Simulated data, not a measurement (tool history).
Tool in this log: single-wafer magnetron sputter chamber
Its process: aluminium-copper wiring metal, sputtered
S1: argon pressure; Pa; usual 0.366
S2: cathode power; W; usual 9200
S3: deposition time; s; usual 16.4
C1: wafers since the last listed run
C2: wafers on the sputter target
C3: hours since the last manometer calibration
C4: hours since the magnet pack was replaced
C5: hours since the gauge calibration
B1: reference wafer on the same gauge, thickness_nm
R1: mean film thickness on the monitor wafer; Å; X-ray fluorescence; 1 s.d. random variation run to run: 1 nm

Run 1, day 0: usual settings; C1 0; C2 977; C3 1124.1; C4 5514.5; C5 3.9; B1 309.625. Result: R1 2763.67 Å.
Run 2, day 4.067: usual settings but S1 0.32 Pa; C1 1663; C2 2640; C3 1221.7; C4 5612.1; C5 101.5; B1 310.116. Result: R1 2798 Å.
At day 6.8: sputter target and shields replaced.
Run 3, day 8.333: usual settings but S1 0.32 Pa; C1 1608; C2 627; C3 1324.1; C4 5714.5; C5 203.9; B1 310.122. Result: R1 2642.74 Å.
Run 4, day 10.321: usual settings but S1 0.32 Pa; C1 812; C2 1440; C3 1371.8; C4 5762.2; C5 251.6; B1 309.771. Result: R1 2625.2 Å.
Run 5, day 13.029: usual settings; C1 1107; C2 2548; C3 1436.8; C4 5827.2; C5 316.6; B1 310.324. Result: R1 2513.39 Å.
At day 13.683: sputter target and shields replaced, repeated, since the last time left the tool worse.
Run 6, day 15.371: usual settings; C1 821; C2 690; C3 1493; C4 5883.4; C5 372.8; B1 310.042. Result: R1 2808.45 Å.
At day 17.183: capacitance manometer re-zeroed and calibrated.
Run 7, day 19.571: usual settings; C1 1581; C2 2271; C3 57.3; C4 5984.2; C5 473.6; B1 309.791. Result: R1 2729.55 Å.
At day 21.588: sputter target and shields replaced.
At day 22.754: gauge calibrated.
Run 8, day 24.012: usual settings; C1 1680; C2 992; C3 163.9; C4 6090.8; C5 30.2; B1 309.949. Result: R1 2776.63 Å.
Run 9, day 28.233: usual settings; C1 1726; C2 2718; C3 265.2; C4 6192.1; C5 131.5; B1 310.36. Result: R1 2710.07 Å.
At day 29.175: sputter target and shields replaced.
Run 10, day 30.512: usual settings but S1 0.255 Pa; C1 795; C2 546; C3 319.9; C4 6246.8; C5 186.2; B1 310.368. Result: R1 3013.16 Å.
At day 31.958: magnet pack replaced.
Run 11, day 32.829: usual settings but S1 0.311 Pa; C1 811; C2 1357; C3 375.5; C4 20.9; C5 241.8; B1 309.935. Result: R1 2875.55 Å.
Run 12, day 35.133: usual settings but S2 7550 W, S3 19.2 s; C1 942; C2 2300; C3 430.8; C4 76.2; C5 297.1; B1 310.199. Result: R1 2742.97 Å.
Run 13, day 37.417: usual settings but S1 0.424 Pa, S2 8350 W; C1 933; C2 3233; C3 485.6; C4 131; C5 351.9; B1 310.254. Result: R1 2397.04 Å.
At day 38.167: sputter target and shields replaced.
Run 14, day 41.479: usual settings but S1 0.494 Pa, S2 7000 W, S3 18.1 s; C1 1525; C2 1354; C3 583.1; C4 228.5; C5 449.4; B1 310.451. Result: R1 2246.52 Å.

Take each entry between the runs: how does the hidden state at the last listed run before it differ from the hidden state at the first listed run after it?
Between runs 2 and 3: sputter target and shields replaced (day 6.8)
  deposition rate above that of a new target (%): -3.92 -> -8.91
  measured result minus the result with no hidden state, R1: -114.24 -> -258.6 Å
Between runs 5 and 6: sputter target and shields replaced, repeated, since the last time left the tool worse (day 13.683)
  deposition rate above that of a new target (%): -11.5 -> -1.09
  measured result minus the result with no hidden state, R1: -325.34 -> -30.94 Å
Between runs 6 and 7: capacitance manometer re-zeroed and calibrated (day 17.183)
  deposition rate above that of a new target (%): -1.09 -> -3.37
  measured result minus the result with no hidden state, R1: -30.94 -> -95.14 Å
Between runs 7 and 8: sputter target and shields replaced (day 21.588); gauge calibrated (day 22.754)
  deposition rate above that of a new target (%): -3.37 -> -1.81
  measured result minus the result with no hidden state, R1: -95.14 -> -51.1 Å
Between runs 9 and 10: sputter target and shields replaced (day 29.175)
  deposition rate above that of a new target (%): -4.1 -> -1.3
  measured result minus the result with no hidden state, R1: -115.76 -> -39.73 Å
Between runs 10 and 11: magnet pack replaced (day 31.958)
  deposition rate above that of a new target (%): -1.3 -> -2.56
  measured result minus the result with no hidden state, R1: -39.73 -> -75.48 Å
Between runs 13 and 14: sputter target and shields replaced (day 38.167)
  deposition rate above that of a new target (%): -5.05 -> -2.1
  measured result minus the result with no hidden state, R1: -127.39 -> -48.24 Å

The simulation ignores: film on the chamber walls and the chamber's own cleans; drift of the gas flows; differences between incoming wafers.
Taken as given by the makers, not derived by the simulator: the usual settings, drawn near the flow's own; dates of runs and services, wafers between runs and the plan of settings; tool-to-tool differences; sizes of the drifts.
